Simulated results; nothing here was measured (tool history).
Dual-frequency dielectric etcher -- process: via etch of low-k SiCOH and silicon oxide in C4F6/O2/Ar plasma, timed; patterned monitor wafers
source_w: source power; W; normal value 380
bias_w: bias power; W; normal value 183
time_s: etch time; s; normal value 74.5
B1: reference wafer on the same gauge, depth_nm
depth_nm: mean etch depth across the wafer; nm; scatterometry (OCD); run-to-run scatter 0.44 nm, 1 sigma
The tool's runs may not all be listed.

Run 1, hour 0.0: usual settings but time_s 89.5 s; B1 155.1. Result: depth_nm 214.9 nm.
Run 2, hour 36.5: usual settings; B1 155.0. Result: depth_nm 179.8 nm.
At hour 72.6: gauge calibrated.
Run 3, hour 79.2: usual settings; B1 155.0. Result: depth_nm 180.4 nm.
Run 4, hour 175.8: usual settings; B1 154.9. Result: depth_nm 181.1 nm.
At hour 232.3: wet clean of the chamber.
Run 5, hour 257.9: usual settings; B1 155.1. Result: depth_nm 178.0 nm.
Run 6, hour 355.9: usual settings but source_w 430 W, bias_w 165 W; B1 155.0. Result: depth_nm 184.3 nm.
Run 7, hour 589.5: usual settings but source_w 430 W, bias_w 165 W; B1 155.0. Result: depth_nm 186.1 nm.
At hour 639.1: wet clean of the chamber.
Run 8, hour 646.8: usual settings but source_w 430 W, bias_w 165 W; B1 155.0. Result: depth_nm 183.1 nm.
Run 9, hour 688.6: usual settings but bias_w 207 W; B1 155.1. Result: depth_nm 184.3 nm.
At hour 726.9: upper electrode replaced.
At hour 793.4: source power generator calibrated.
Run 10, hour 793.9: usual settings; B1 154.9. Result: depth_nm 179.5 nm.
Run 11, hour 855.1: usual settings but time_s 64.0 s; B1 154.7. Result: depth_nm 154.7 nm.
Run 12, hour 913.1: usual settings but source_w 350 W, bias_w 171 W, time_s 80.5 s; B1 155.1. Result: depth_nm 184.8 nm.
At hour 913.5: gauge calibrated.
At hour 1019.6: bias power generator calibrated.
At hour 1037.3: wet clean of the chamber.
Run 13, hour 1037.8: usual settings but source_w 280 W; B1 154.9. Result: depth_nm 157.7 nm.
Run 14, hour 1066.7: usual settings but source_w 430 W, bias_w 165 W; B1 154.9. Result: depth_nm 182.7 nm.
Run 15, hour 1147.0: usual settings but source_w 470 W, bias_w 138 W, time_s 92.0 s; B1 155.0. Result: depth_nm 226.8 nm.
Run 16, hour 1227.0: usual settings but time_s 89.5 s; B1 155.2. Result: depth_nm 216.7 nm.
Run 17, hour 1269.3: usual settings but source_w 470 W, bias_w 223 W, time_s 56.0 s; B1 154.9. Result: depth_nm 155.6 nm.
Run 18, hour 1374.0: usual settings but source_w 450 W, bias_w 151 W, time_s 64.0 s; B1 155.2. Result: depth_nm 159.6 nm.
At hour 1411.4: wet clean of the chamber.
Run 19, hour 1439.9: usual settings but source_w 350 W, bias_w 140 W, time_s 82.0 s; B1 155.0. Result: depth_nm 178.4 nm.

Predict each of these 3 candidate next runs independently; none follows another, all start after run 19:
Run A, hour 1440.3: usual settings but bias_w 222 W; B1 ?. Result: depth_nm ?.
Run B, hour 1440.3: usual settings but source_w 460 W, bias_w 219 W, time_s 66.0 s; B1 ?. Result: depth_nm ?.
Run C, hour 1440.3: usual settings but source_w 420 W, bias_w 228 W, time_s 84.5 s; B1 ?. Result: depth_nm ?.

run     B1  depth_nm
  A  155.1     187.5
  B  155.1     178.8
  C  155.1     223.0
Without the tool's unlogged condition, the same runs would have read:
run  depth_nm
  A     187.3
  B     178.7
  C     222.8
